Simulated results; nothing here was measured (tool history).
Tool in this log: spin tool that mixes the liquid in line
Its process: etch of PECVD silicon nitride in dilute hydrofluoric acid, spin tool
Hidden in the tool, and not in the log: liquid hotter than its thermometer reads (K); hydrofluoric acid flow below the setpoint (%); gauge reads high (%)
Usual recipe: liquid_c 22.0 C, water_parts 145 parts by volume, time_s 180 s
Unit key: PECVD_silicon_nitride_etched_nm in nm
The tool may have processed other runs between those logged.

run   hour  liquid_c  water_parts  time_s  wafers since the last listed run  hours since the thermometer was replaced  hours since the hydrofluoric acid flow meter was replaced  hours since the gauge calibration  read-back film thickness of the PECVD silicon nitride reference wafer, read on the same gauge (nm)  PECVD_silicon_nitride_etched_nm
  1    0.0      22.0          145     180                                 0                                    2801.6                                                      513.7                              203.3                                                                                              40.010                            1.926
  2   24.6      22.0          145     180                               168                                    2826.2                                                      538.3                              227.9                                                                                              40.016                            1.917
  3   39.4      22.0          145     180                               101                                    2841.0                                                      553.1                              242.7                                                                                              40.060                            1.971
  4   52.0      22.0          145     180                                86                                    2853.6                                                      565.7                              255.3                                                                                              39.949                            1.931
  5   68.9      22.0          145     180                               116                                    2870.5                                                      582.6                              272.2                                                                                              39.972                            1.949
  6   93.6      22.0          145     180                               169                                    2895.2                                                      607.3                              296.9                                                                                              39.962                            1.998
  7  128.0      22.0          145     180                               236                                    2929.6                                                      641.7                              331.3                                                                                              40.006                            2.035
  8  160.7      23.0          145     180                               224                                    2962.3                                                      674.4                              364.0                                                                                              39.982                            2.074
  9  177.9      23.0          145     180                               118                                    2979.5                                                      691.6                              381.2                                                                                              40.012                            2.042
 10  206.5      23.0          145     180                               196                                    3008.1                                                      720.2                              409.8                                                                                              40.030                            2.144
 11  270.7      22.0          180     180                               440                                    3072.3                                                      784.4                              474.0                                                                                              40.005                            1.589
 12  282.7      22.0          180     180                                82                                    3084.3                                                      796.4                              486.0                                                                                              39.978                            1.594
 13  295.3      22.0          180     180                                86                                    3096.9                                                      809.0                              498.6                                                                                              39.965                            1.605
 14  326.9      24.5          170     120                               217                                    3128.5                                                      840.6                              530.2                                                                                              39.954                            1.317
     334.2  -- hydrofluoric acid flow meter replaced
 15  356.8      18.0          115      75                               198                                    3158.4                                                       22.6                              560.1                                                                                              40.011                            0.759
     363.8  -- gauge calibrated
 16  379.4      24.5          170     120                               155                                    3181.0                                                       45.2                               15.6                                                                                              40.004                            1.298
 17  408.2      22.0          145      85                               197                                    3209.8                                                       74.0                               44.4                                                                                              39.979                            0.928
 18  435.7      22.0          200     180                               188                                    3237.3                                                      101.5                               71.9                                                                                              39.955                            1.435
 19  448.7      22.0          145     180                                89                                    3250.3                                                      114.5                               84.9                                                                                              39.989                            1.943
 20  466.8      19.5           90     180                               124                                    3268.4                                                      132.6                              103.0                                                                                              39.982                            2.648
     485.4  -- thermometer replaced
 21  487.9      26.5          145     180                               138                                       2.5                                                      153.7                              124.1                                                                                              40.018                            2.611
 22  503.5      22.0          125     130                               107                                      18.1                                                      169.3                              139.7                                                                                              40.013                            1.675
 23  520.0      18.5          145     180                               113                                      34.6                                                      185.8                              156.2                                                                                              40.019                            1.560
 24  543.7      22.0          115     275                               162                                      58.3                                                      209.5                              179.9                                                                                              40.010                            3.723
 25  575.9      22.0          145     180                               221                                      90.5                                                      241.7                              212.1                                                                                              40.038                            1.993
 26  607.3      25.0          185     130                               215                                     121.9                                                      273.1                              243.5                                                                                              40.026                            1.357
 27  632.5      22.0          185     130                               173                                     147.1                                                      298.3                              268.7                                                                                              40.040                            1.109

Here are 5 independent what-if runs from the current tool condition. What would each one return?
  A  633.0      19.0          145     180                                 3                                     147.6                                                      298.8                              269.2                                                                                                   ?                                ?
  B  633.0      26.0          165     180                                 3                                     147.6                                                      298.8                              269.2                                                                                                   ?                                ?
  C  633.0      18.5           80     230                                 3                                     147.6                                                      298.8                              269.2                                                                                                   ?                                ?
  D  633.0      22.0          145      95                                 3                                     147.6                                                      298.8                              269.2                                                                                                   ?                                ?
  E  633.0      26.5          110     255                                 3                                     147.6                                                      298.8                              269.2                                                                                                   ?                                ?

run  read-back film thickness of the PECVD silicon nitride reference wafer, read on the same gauge (nm)  PECVD_silicon_nitride_etched_nm
  A                                                                                              39.994                            1.613
  B                                                                                              39.994                            2.243
  C                                                                                              39.994                            3.551
  D                                                                                              39.994                            1.040
  E                                                                                              39.994                            4.916
With no hidden state in the tool, these same runs would have given:
run  PECVD_silicon_nitride_etched_nm
  A                            1.613
  B                            2.243
  C                            3.551
  D                            1.040
  E                            4.916

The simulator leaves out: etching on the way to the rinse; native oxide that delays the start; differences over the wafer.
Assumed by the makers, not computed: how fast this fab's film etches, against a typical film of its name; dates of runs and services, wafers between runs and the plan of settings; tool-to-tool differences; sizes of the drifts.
